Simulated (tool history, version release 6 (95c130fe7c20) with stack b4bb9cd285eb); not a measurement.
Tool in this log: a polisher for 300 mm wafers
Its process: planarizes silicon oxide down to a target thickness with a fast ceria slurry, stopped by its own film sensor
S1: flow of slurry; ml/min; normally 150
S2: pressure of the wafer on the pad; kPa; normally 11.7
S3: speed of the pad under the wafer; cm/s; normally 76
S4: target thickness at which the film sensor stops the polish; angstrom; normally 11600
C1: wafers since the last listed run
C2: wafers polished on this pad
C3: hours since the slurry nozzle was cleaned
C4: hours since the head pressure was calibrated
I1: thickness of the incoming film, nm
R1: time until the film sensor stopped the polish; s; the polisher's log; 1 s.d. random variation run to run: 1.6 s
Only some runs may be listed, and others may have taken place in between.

run 1 hour=0 | S1=150 S2=11.7 S3=76 S4=11600 | C1=0 C2=3708 C3=186.6 C4=1377 | I1=1861.7 | R1=114.4
-- hour=24.7 head pressure recalibrated
run 2 hour=101.7 | S1=150 S2=11.7 S3=76 S4=11600 | C1=952 C2=4660 C3=288.3 C4=77 | I1=1856.6 | R1=112
run 3 hour=204.8 | S1=150 S2=11.7 S3=76 S4=11600 | C1=985 C2=5646 C3=391.4 C4=180.1 | I1=1831.6 | R1=110.4
run 4 hour=304 | S1=150 S2=11.7 S3=76 S4=11600 | C1=948 C2=6594 C3=490.6 C4=279.3 | I1=1854.3 | R1=112.2
-- hour=468.5 worn pad replaced by a new one
-- hour=574.8 slurry nozzle cleaned
run 5 hour=590.2 | S1=150 S2=11.7 S3=76 S4=12150 | C1=2687 C2=1153 C3=15.4 C4=565.5 | I1=1805.2 | R1=86
run 6 hour=659.6 | S1=150 S2=11.7 S3=76 S4=12150 | C1=663 C2=1816 C3=84.8 C4=634.9 | I1=1854.3 | R1=94.5
run 7 hour=740.9 | S1=150 S2=11.7 S3=76 S4=12150 | C1=776 C2=2593 C3=166.1 C4=716.2 | I1=1813.4 | R1=88.2
run 8 hour=815 | S1=150 S2=11.7 S3=76 S4=11600 | C1=708 C2=3301 C3=240.2 C4=790.3 | I1=1826.9 | R1=100.4
run 9 hour=866.3 | S1=150 S2=11.7 S3=76 S4=11600 | C1=490 C2=3791 C3=291.5 C4=841.6 | I1=1858.5 | R1=106
run 10 hour=919.9 | S1=150 S2=11.7 S3=76 S4=11600 | C1=512 C2=4304 C3=345.1 C4=895.2 | I1=1813.5 | R1=99.5
run 11 hour=1011.2 | S1=150 S2=11.7 S3=76 S4=11600 | C1=872 C2=5176 C3=436.4 C4=986.5 | I1=1855.9 | R1=110
run 12 hour=1087.9 | S1=150 S2=11.7 S3=76 S4=11600 | C1=733 C2=5909 C3=513.1 C4=1063.2 | I1=1843.7 | R1=105.9
-- hour=1145.9 worn pad replaced by a new one, of another model than before
run 13 hour=1193.3 | S1=150 S2=11.7 S3=76 S4=11600 | C1=969 C2=452 C3=618.5 C4=1168.6 | I1=1840.2 | R1=94.9
-- hour=1250.8 head pressure recalibrated
run 14 hour=1253.9 | S1=120 S2=13.8 S3=76 S4=11600 | C1=560 C2=1012 C3=679.1 C4=3.1 | I1=1842.8 | R1=91.2
run 15 hour=1294.4 | S1=110 S2=15.2 S3=76 S4=9820 | C1=387 C2=1399 C3=719.6 C4=43.6 | I1=1845.9 | R1=105.3
-- hour=1310.2 slurry nozzle cleaned
run 16 hour=1339.9 | S1=130 S2=8.3 S3=76 S4=9710 | C1=425 C2=1825 C3=29.7 C4=89.1 | I1=1843.9 | R1=162.3
run 17 hour=1421.6 | S1=105 S2=11.7 S3=60 S4=12340 | C1=780 C2=2605 C3=111.4 C4=170.8 | I1=1829.9 | R1=109.5
run 18 hour=1470.5 | S1=150 S2=11.7 S3=76 S4=11600 | C1=467 C2=3073 C3=160.3 C4=219.7 | I1=1804.1 | R1=99
run 19 hour=1553.6 | S1=150 S2=11.7 S3=76 S4=11600 | C1=794 C2=3867 C3=243.4 C4=302.8 | I1=1815.3 | R1=101.8
run 20 hour=1639.4 | S1=150 S2=11.7 S3=76 S4=11600 | C1=819 C2=4687 C3=329.2 C4=388.6 | I1=1856.5 | R1=108.2
run 21 hour=1679.6 | S1=115 S2=13.1 S3=90 S4=9670 | C1=384 C2=5071 C3=369.4 C4=428.8 | I1=1877.1 | R1=117.1
run 22 hour=1739 | S1=195 S2=13.1 S3=82 S4=9800 | C1=567 C2=5639 C3=428.8 C4=488.2 | I1=1840.2 | R1=114.9
run 23 hour=1835.7 | S1=120 S2=11.7 S3=76 S4=11600 | C1=924 C2=6563 C3=525.5 C4=584.9 | I1=1849.1 | R1=112.2
-- hour=1846.3 worn pad replaced by a new one
run 24 hour=1931.9 | S1=150 S2=15.9 S3=76 S4=11600 | C1=881 C2=817 C3=621.7 C4=681.1 | I1=1841.7 | R1=76.8
run 25 hour=1998.5 | S1=150 S2=11.7 S3=60 S4=13180 | C1=636 C2=1454 C3=688.3 C4=747.7 | I1=1835 | R1=89.2
-- hour=2065.8 slurry nozzle cleaned
run 26 hour=2080 | S1=135 S2=11.7 S3=76 S4=11600 | C1=769 C2=2223 C3=14.2 C4=829.2 | I1=1815.2 | R1=96.8
run 27 hour=2176.8 | S1=150 S2=11.7 S3=76 S4=10910 | C1=925 C2=3148 C3=111 C4=926 | I1=1823.3 | R1=109.9
run 28 hour=2277.7 | S1=150 S2=11.7 S3=76 S4=11600 | C1=964 C2=4113 C3=211.9 C4=1026.9 | I1=1823.7 | R1=104.3
run 29 hour=2368.6 | S1=150 S2=9.7 S3=50 S4=11600 | C1=868 C2=4981 C3=302.8 C4=1117.8 | I1=1802.3 | R1=150.1
run 30 hour=2450.4 | S1=150 S2=7.6 S3=86 S4=11600 | C1=781 C2=5763 C3=384.6 C4=1199.6 | I1=1855.7 | R1=132.8
run 31 hour=2523.4 | S1=150 S2=11.7 S3=76 S4=11600 | C1=697 C2=6461 C3=457.6 C4=1272.6 | I1=1834.5 | R1=105.7
run 32 hour=2569.8 | S1=150 S2=11.7 S3=60 S4=13180 | C1=443 C2=6904 C3=504 C4=1319 | I1=1845.1 | R1=96
-- hour=2645.4 worn pad replaced by a new one
run 33 hour=2653 | S1=150 S2=11.7 S3=76 S4=11600 | C1=756 C2=73 C3=587.2 C4=1402.2 | I1=1844.7 | R1=96.9
-- hour=2681.8 head pressure recalibrated
run 34 hour=2702.1 | S1=150 S2=11.7 S3=76 S4=10170 | C1=450 C2=523 C3=636.3 C4=20.3 | I1=1827.4 | R1=112.4
-- hour=2721.2 slurry nozzle cleaned
run 35 hour=2738.8 | S1=150 S2=15.9 S3=54 S4=12770 | C1=341 C2=864 C3=17.6 C4=57 | I1=1804.4 | R1=76.1

Each row is a separate what-if for the run after 35, all from the same tool condition, not one after another. Results?
run A hour=2739.3 | S1=150 S2=11.7 S3=76 S4=11600 | C1=4 C2=869 C3=18.1 C4=57.5 | I1=1856 | R1=?
run B hour=2739.3 | S1=150 S2=7.6 S3=64 S4=9610 | C1=4 C2=869 C3=18.1 C4=57.5 | I1=1856 | R1=?
run C hour=2739.3 | S1=150 S2=10.3 S3=62 S4=11600 | C1=4 C2=869 C3=18.1 C4=57.5 | I1=1856 | R1=?
run D hour=2739.3 | S1=195 S2=11.7 S3=76 S4=11600 | C1=4 C2=869 C3=18.1 C4=57.5 | I1=1856 | R1=?
run E hour=2739.3 | S1=135 S2=13.1 S3=76 S4=9580 | C1=4 C2=869 C3=18.1 C4=57.5 | I1=1856 | R1=?

run=A R1=101.3
run=B R1=194.5
run=C R1=127.4
run=D R1=98.8
run=E R1=122.2
Take away the tool's hidden state, keep each run's random variation, and the runs would have read:
run=A R1=96.5
run=B R1=185.3
run=C R1=121.3
run=D R1=94.1
run=E R1=116.4
